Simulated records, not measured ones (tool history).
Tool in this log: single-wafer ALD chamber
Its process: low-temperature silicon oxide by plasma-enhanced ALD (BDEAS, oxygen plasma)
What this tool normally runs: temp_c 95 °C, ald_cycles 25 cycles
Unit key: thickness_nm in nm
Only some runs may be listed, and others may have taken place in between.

run	hour	temp_c	ald_cycles	wafers since the last listed run	hours since the last thermocouple change	hours since the gauge calibration	read-back reference wafer on the same gauge, thickness_nm	thickness_nm
1	0	105	25	0	1049.1	565.7	4.708	3.858
2	64.8	95	26	528	1113.9	630.5	4.703	4.1
3	96.1	95	27	255	1145.2	661.8	4.71	4.245
4	138.2	95	27	343	1187.3	703.9	4.706	4.253
5	188.8	95	27	412	1237.9	754.5	4.698	4.255
6	249.2	95	25	492	1298.3	814.9	4.698	3.94
7	299	95	25	405	1348.1	864.7	4.691	3.922
8	359.3	95	25	491	1408.4	925	4.694	3.941
9	421.4	95	28	506	1470.5	987.1	4.685	4.404
10	628.8	95	28	1690	1677.9	1194.5	4.671	4.382
11	698.6	84	25	568	1747.7	1264.3	4.66	4.076
12	730.5	95	22	259	1779.6	1296.2	4.664	3.402
# hour 742.2: thermocouple changed; heater temperature recalibrated
13	783.9	95	25	369	41.7	1349.6	4.657	3.899
# hour 825.4: gauge calibrated
14	836.7	101	22	430	94.5	11.3	4.722	3.405

Run 15, settings as shown, results not yet in. Your forecast:
15	879.5	95	27	348	137.3	54.1	?	?

Logged for run 15: read-back reference wafer on the same gauge, thickness_nm 4.715, thickness_nm 4.249 nm.
Had the tool carried no hidden state, the very same run would have given thickness_nm 4.254 nm.
